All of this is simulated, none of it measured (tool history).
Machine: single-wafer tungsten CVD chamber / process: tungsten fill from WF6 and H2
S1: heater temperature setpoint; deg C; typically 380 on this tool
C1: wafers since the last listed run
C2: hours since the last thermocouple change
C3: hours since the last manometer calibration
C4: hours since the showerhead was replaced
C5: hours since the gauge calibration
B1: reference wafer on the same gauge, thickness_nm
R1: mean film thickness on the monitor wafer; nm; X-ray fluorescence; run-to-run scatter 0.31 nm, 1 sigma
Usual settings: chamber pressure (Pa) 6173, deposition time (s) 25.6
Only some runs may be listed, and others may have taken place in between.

run 1 hour=0 | S1=380 chamber_pressure_(Pa)=6173 deposition_time_(s)=23 | C1=0 C2=2197.4 C3=1693.5 C4=2671.1 C5=2837.1 | B1=67.354 | R1=53.572
run 2 hour=57.2 | S1=380 chamber_pressure_(Pa)=6173 deposition_time_(s)=25.6 | C1=1789 C2=2254.6 C3=1750.7 C4=2728.3 C5=2894.3 | B1=67.245 | R1=60.038
run 3 hour=127.4 | S1=380 chamber_pressure_(Pa)=6173 deposition_time_(s)=25.6 | C1=2195 C2=2324.8 C3=1820.9 C4=2798.5 C5=2964.5 | B1=67.338 | R1=59.357
run 4 hour=188.7 | S1=380 chamber_pressure_(Pa)=6173 deposition_time_(s)=24.3 | C1=1917 C2=2386.1 C3=1882.2 C4=2859.8 C5=3025.8 | B1=67.233 | R1=57.127
run 5 hour=250.9 | S1=380 chamber_pressure_(Pa)=6173 deposition_time_(s)=24.3 | C1=1945 C2=2448.3 C3=1944.4 C4=2922 C5=3088 | B1=67.276 | R1=57.229
run 6 hour=284.6 | S1=380 chamber_pressure_(Pa)=7106 deposition_time_(s)=25.6 | C1=1054 C2=2482 C3=1978.1 C4=2955.7 C5=3121.7 | B1=67.168 | R1=63.585
run 7 hour=322.3 | S1=380 chamber_pressure_(Pa)=7106 deposition_time_(s)=25.6 | C1=1179 C2=2519.7 C3=2015.8 C4=2993.4 C5=3159.4 | B1=67.433 | R1=63.514
-- hour=348.8 gauge calibrated
run 8 hour=369.1 | S1=380 chamber_pressure_(Pa)=6173 deposition_time_(s)=25.6 | C1=1463 C2=2566.5 C3=2062.6 C4=3040.2 C5=20.3 | B1=67.185 | R1=59.786
run 9 hour=424.5 | S1=380 chamber_pressure_(Pa)=6173 deposition_time_(s)=25.6 | C1=1732 C2=2621.9 C3=2118 C4=3095.6 C5=75.7 | B1=67.239 | R1=59.8
-- hour=438.9 thermocouple changed; heater temperature recalibrated
run 10 hour=477.9 | S1=380 chamber_pressure_(Pa)=6173 deposition_time_(s)=25.6 | C1=1419 C2=39 C3=2171.4 C4=3149 C5=129.1 | B1=67.223 | R1=59.677
run 11 hour=533.8 | S1=380 chamber_pressure_(Pa)=6173 deposition_time_(s)=25.6 | C1=1748 C2=94.9 C3=2227.3 C4=3204.9 C5=185 | B1=67.332 | R1=59.001
run 12 hour=601.7 | S1=380 chamber_pressure_(Pa)=6173 deposition_time_(s)=25.6 | C1=2123 C2=162.8 C3=2295.2 C4=3272.8 C5=252.9 | B1=67.298 | R1=59.336
run 13 hour=628 | S1=380 chamber_pressure_(Pa)=6866 deposition_time_(s)=24.1 | C1=822 C2=189.1 C3=2321.5 C4=3299.1 C5=279.2 | B1=67.326 | R1=58.559
run 14 hour=676.8 | S1=386 chamber_pressure_(Pa)=6173 deposition_time_(s)=30.7 | C1=1526 C2=237.9 C3=2370.3 C4=3347.9 C5=328 | B1=67.279 | R1=78.456
run 15 hour=746.3 | S1=370 chamber_pressure_(Pa)=6173 deposition_time_(s)=25.6 | C1=2173 C2=307.4 C3=2439.8 C4=3417.4 C5=397.5 | B1=67.2 | R1=48.973
-- hour=821.7 showerhead replaced
run 16 hour=883.3 | S1=389 chamber_pressure_(Pa)=6173 deposition_time_(s)=29.2 | C1=4034 C2=444.4 C3=2576.8 C4=61.6 C5=534.5 | B1=67.313 | R1=78.135
run 17 hour=943.7 | S1=380 chamber_pressure_(Pa)=6173 deposition_time_(s)=25.6 | C1=1889 C2=504.8 C3=2637.2 C4=122 C5=594.9 | B1=67.068 | R1=58.744
run 18 hour=1012 | S1=380 chamber_pressure_(Pa)=7719 deposition_time_(s)=28.2 | C1=2136 C2=573.1 C3=2705.5 C4=190.3 C5=663.2 | B1=67.411 | R1=70.812
run 19 hour=1041.7 | S1=380 chamber_pressure_(Pa)=6173 deposition_time_(s)=21.2 | C1=928 C2=602.8 C3=2735.2 C4=220 C5=692.9 | B1=67.32 | R1=48.047
-- hour=1124.8 capacitance manometer re-zeroed and calibrated
run 20 hour=1194.8 | S1=380 chamber_pressure_(Pa)=6173 deposition_time_(s)=25.6 | C1=4538 C2=755.9 C3=70 C4=373.1 C5=846 | B1=67.364 | R1=60.902
run 21 hour=1249 | S1=388 chamber_pressure_(Pa)=4933 deposition_time_(s)=25.6 | C1=1695 C2=810.1 C3=124.2 C4=427.3 C5=900.2 | B1=67.322 | R1=64.214
run 22 hour=1307 | S1=380 chamber_pressure_(Pa)=6173 deposition_time_(s)=25.6 | C1=1814 C2=868.1 C3=182.2 C4=485.3 C5=958.2 | B1=67.36 | R1=60.953
run 23 hour=1332.5 | S1=394 chamber_pressure_(Pa)=5760 deposition_time_(s)=20.8 | C1=797 C2=893.6 C3=207.7 C4=510.8 C5=983.7 | B1=67.296 | R1=60.939
run 24 hour=1360.8 | S1=380 chamber_pressure_(Pa)=6173 deposition_time_(s)=27.2 | C1=885 C2=921.9 C3=236 C4=539.1 C5=1012 | B1=67.184 | R1=64.709
run 25 hour=1395.8 | S1=374 chamber_pressure_(Pa)=6866 deposition_time_(s)=21.3 | C1=1094 C2=956.9 C3=271 C4=574.1 C5=1047 | B1=67.244 | R1=47.512
run 26 hour=1441.4 | S1=376 chamber_pressure_(Pa)=7506 deposition_time_(s)=30 | C1=1426 C2=1002.5 C3=316.6 C4=619.7 C5=1092.6 | B1=67.442 | R1=72.07
run 27 hour=1467.9 | S1=380 chamber_pressure_(Pa)=6173 deposition_time_(s)=23.6 | C1=828 C2=1029 C3=343.1 C4=646.2 C5=1119.1 | B1=67.378 | R1=55.805
run 28 hour=1528.2 | S1=369 chamber_pressure_(Pa)=5333 deposition_time_(s)=25.6 | C1=1885 C2=1089.3 C3=403.4 C4=706.5 C5=1179.4 | B1=67.221 | R1=47.082
run 29 hour=1587.3 | S1=380 chamber_pressure_(Pa)=6173 deposition_time_(s)=25.6 | C1=1848 C2=1148.4 C3=462.5 C4=765.6 C5=1238.5 | B1=67.437 | R1=61.128
run 30 hour=1611.6 | S1=388 chamber_pressure_(Pa)=5600 deposition_time_(s)=28.3 | C1=760 C2=1172.7 C3=486.8 C4=789.9 C5=1262.8 | B1=67.363 | R1=73.51
run 31 hour=1642.9 | S1=369 chamber_pressure_(Pa)=6173 deposition_time_(s)=21.8 | C1=978 C2=1204 C3=518.1 C4=821.2 C5=1294.1 | B1=67.41 | R1=42.452
run 32 hour=1763.5 | S1=380 chamber_pressure_(Pa)=6613 deposition_time_(s)=21.2 | C1=3771 C2=1324.6 C3=638.7 C4=941.8 C5=1414.7 | B1=67.324 | R1=52.393
run 33 hour=1797.5 | S1=389 chamber_pressure_(Pa)=6173 deposition_time_(s)=21 | C1=1063 C2=1358.6 C3=672.7 C4=975.8 C5=1448.7 | B1=67.195 | R1=58.568
run 34 hour=1854.7 | S1=380 chamber_pressure_(Pa)=6173 deposition_time_(s)=25.6 | C1=1789 C2=1415.8 C3=729.9 C4=1033 C5=1505.9 | B1=67.166 | R1=61.528

Below, some changes in R1 between adjacent runs. For each, the amount present without the hidden state too (settings, incoming material, random variation) and the amount remaining for the hidden state with gauge scatter not shared by both compared results:
What the log doesn't record here: wafer temperature above the value expected at the setpoint (K); true pressure above the setpoint (%); gauge reads high (%).
Run 14 -> 15: S1 386 -> 370, deposition time (s) 30.7 -> 25.6. R1 -29.483 nm: hidden state +0.781, all else -30.264.
Run 15 -> 16: S1 370 -> 389, deposition time (s) 25.6 -> 29.2, showerhead replaced. R1 +29.162 nm: hidden state -1.268, all else +30.43.
Run 18 -> 19: chamber pressure (Pa) 7719 -> 6173, deposition time (s) 28.2 -> 21.2. R1 -22.765 nm: hidden state +0.787, all else -23.552.
Run 19 -> 20: deposition time (s) 21.2 -> 25.6, capacitance manometer re-zeroed and calibrated. R1 +12.855 nm: hidden state +1.884, all else +10.971.
Run 30 -> 31: S1 388 -> 369, chamber pressure (Pa) 5600 -> 6173, deposition time (s) 28.3 -> 21.8. R1 -31.058 nm: hidden state +0.094, all else -31.152.

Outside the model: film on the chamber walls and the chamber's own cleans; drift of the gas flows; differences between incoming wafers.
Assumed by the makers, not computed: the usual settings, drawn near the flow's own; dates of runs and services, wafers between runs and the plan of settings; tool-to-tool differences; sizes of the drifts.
